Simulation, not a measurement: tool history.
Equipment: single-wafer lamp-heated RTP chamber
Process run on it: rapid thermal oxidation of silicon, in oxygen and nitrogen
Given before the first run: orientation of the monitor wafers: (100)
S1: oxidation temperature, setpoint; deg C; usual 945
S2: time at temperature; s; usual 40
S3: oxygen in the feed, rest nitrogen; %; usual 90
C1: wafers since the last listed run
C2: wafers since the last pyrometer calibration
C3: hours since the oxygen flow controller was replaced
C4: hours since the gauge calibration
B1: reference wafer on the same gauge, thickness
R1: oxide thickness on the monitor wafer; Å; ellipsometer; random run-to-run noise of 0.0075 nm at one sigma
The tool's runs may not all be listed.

{"run": 1, "hour": 0.0, "S1": 945, "S2": 40, "S3": 90, "C1": 0, "C2": 3049, "C3": 5052.5, "C4": 279.1, "B1": 2.52, "R1": 30.21}
{"hour": 3.3, "done": "pyrometer window cleaned and pyrometer calibrated"}
{"run": 2, "hour": 45.5, "S1": 945, "S2": 40, "S3": 70, "C1": 292, "C2": 292, "C3": 5098, "C4": 324.6, "B1": 2.524, "R1": 28.25}
{"run": 3, "hour": 108.2, "S1": 945, "S2": 54, "S3": 90, "C1": 434, "C2": 726, "C3": 5160.7, "C4": 387.3, "B1": 2.527, "R1": 33.51}
{"run": 4, "hour": 132.3, "S1": 945, "S2": 40, "S3": 90, "C1": 166, "C2": 893, "C3": 5184.8, "C4": 411.4, "B1": 2.527, "R1": 30.31}
{"run": 5, "hour": 214.6, "S1": 945, "S2": 40, "S3": 90, "C1": 569, "C2": 1462, "C3": 5267.1, "C4": 493.7, "B1": 2.532, "R1": 30.15}
{"run": 6, "hour": 255.1, "S1": 945, "S2": 40, "S3": 90, "C1": 280, "C2": 1743, "C3": 5307.6, "C4": 534.2, "B1": 2.534, "R1": 30.26}
{"run": 7, "hour": 285.0, "S1": 945, "S2": 40, "S3": 90, "C1": 207, "C2": 1950, "C3": 5337.5, "C4": 564.1, "B1": 2.538, "R1": 30.25}
{"run": 8, "hour": 314.8, "S1": 945, "S2": 40, "S3": 90, "C1": 206, "C2": 2156, "C3": 5367.3, "C4": 593.9, "B1": 2.538, "R1": 30.32}
{"run": 9, "hour": 371.3, "S1": 945, "S2": 40, "S3": 90, "C1": 391, "C2": 2547, "C3": 5423.8, "C4": 650.4, "B1": 2.539, "R1": 30.29}
{"run": 10, "hour": 433.6, "S1": 945, "S2": 40, "S3": 90, "C1": 431, "C2": 2979, "C3": 5486.1, "C4": 712.7, "B1": 2.543, "R1": 30.29}
{"run": 11, "hour": 490.7, "S1": 945, "S2": 40, "S3": 90, "C1": 395, "C2": 3374, "C3": 5543.2, "C4": 769.8, "B1": 2.543, "R1": 30.32}
{"hour": 525.2, "done": "pyrometer window cleaned and pyrometer calibrated"}
{"run": 12, "hour": 551.1, "S1": 945, "S2": 40, "S3": 90, "C1": 362, "C2": 179, "C3": 5603.6, "C4": 830.2, "B1": 2.545, "R1": 30.29}
{"run": 13, "hour": 588.9, "S1": 945, "S2": 40, "S3": 90, "C1": 261, "C2": 440, "C3": 5641.4, "C4": 868, "B1": 2.546, "R1": 30.34}
{"run": 14, "hour": 649.3, "S1": 945, "S2": 40, "S3": 90, "C1": 418, "C2": 859, "C3": 5701.8, "C4": 928.4, "B1": 2.547, "R1": 30.26}
{"run": 15, "hour": 690.0, "S1": 945, "S2": 40, "S3": 90, "C1": 281, "C2": 1141, "C3": 5742.5, "C4": 969.1, "B1": 2.547, "R1": 30.37}
{"run": 16, "hour": 716.4, "S1": 945, "S2": 40, "S3": 90, "C1": 182, "C2": 1323, "C3": 5768.9, "C4": 995.5, "B1": 2.55, "R1": 30.49}
{"run": 17, "hour": 761.9, "S1": 945, "S2": 40, "S3": 90, "C1": 315, "C2": 1638, "C3": 5814.4, "C4": 1041, "B1": 2.548, "R1": 30.4}
{"hour": 808.7, "done": "oxygen flow controller replaced"}
{"run": 18, "hour": 823.1, "S1": 926, "S2": 59, "S3": 98, "C1": 368, "C2": 2007, "C3": 14.4, "C4": 1102.2, "B1": 2.546, "R1": 31.64}
{"run": 19, "hour": 866.2, "S1": 935, "S2": 40, "S3": 90, "C1": 298, "C2": 2305, "C3": 57.5, "C4": 1145.3, "B1": 2.547, "R1": 28.71}
{"run": 20, "hour": 921.7, "S1": 956, "S2": 26, "S3": 76, "C1": 384, "C2": 2689, "C3": 113, "C4": 1200.8, "B1": 2.549, "R1": 26.98}
{"hour": 967.8, "done": "gauge calibrated"}
{"hour": 984.5, "done": "pyrometer window cleaned and pyrometer calibrated"}
{"run": 21, "hour": 992.6, "S1": 930, "S2": 58, "S3": 98, "C1": 435, "C2": 56, "C3": 183.9, "C4": 24.8, "B1": 2.494, "R1": 31.68}
{"run": 22, "hour": 1048.3, "S1": 945, "S2": 48, "S3": 70, "C1": 385, "C2": 441, "C3": 239.6, "C4": 80.5, "B1": 2.503, "R1": 29.7}
{"run": 23, "hour": 1085.9, "S1": 945, "S2": 57, "S3": 90, "C1": 260, "C2": 702, "C3": 277.2, "C4": 118.1, "B1": 2.504, "R1": 33.98}
{"run": 24, "hour": 1118.3, "S1": 927, "S2": 29, "S3": 76, "C1": 224, "C2": 926, "C3": 309.6, "C4": 150.5, "B1": 2.509, "R1": 23.83}
{"run": 25, "hour": 1174.1, "S1": 945, "S2": 40, "S3": 90, "C1": 386, "C2": 1312, "C3": 365.4, "C4": 206.3, "B1": 2.512, "R1": 30.07}
{"run": 26, "hour": 1239.3, "S1": 965, "S2": 40, "S3": 90, "C1": 451, "C2": 1764, "C3": 430.6, "C4": 271.5, "B1": 2.517, "R1": 34.14}
{"run": 27, "hour": 1289.0, "S1": 929, "S2": 53, "S3": 70, "C1": 344, "C2": 2108, "C3": 480.3, "C4": 321.2, "B1": 2.522, "R1": 28.34}

Run 28 is up next; what results do you expect?
{"run": 28, "hour": 1354.0, "S1": 945, "S2": 40, "S3": 90, "C1": 450, "C2": 2558, "C3": 545.3, "C4": 386.2, "B1": "?", "R1": "?"}

B1: 2.526
R1: 30.17 Å
Minus the tool's unlogged condition, the same run would have read R1 29.76 Å.

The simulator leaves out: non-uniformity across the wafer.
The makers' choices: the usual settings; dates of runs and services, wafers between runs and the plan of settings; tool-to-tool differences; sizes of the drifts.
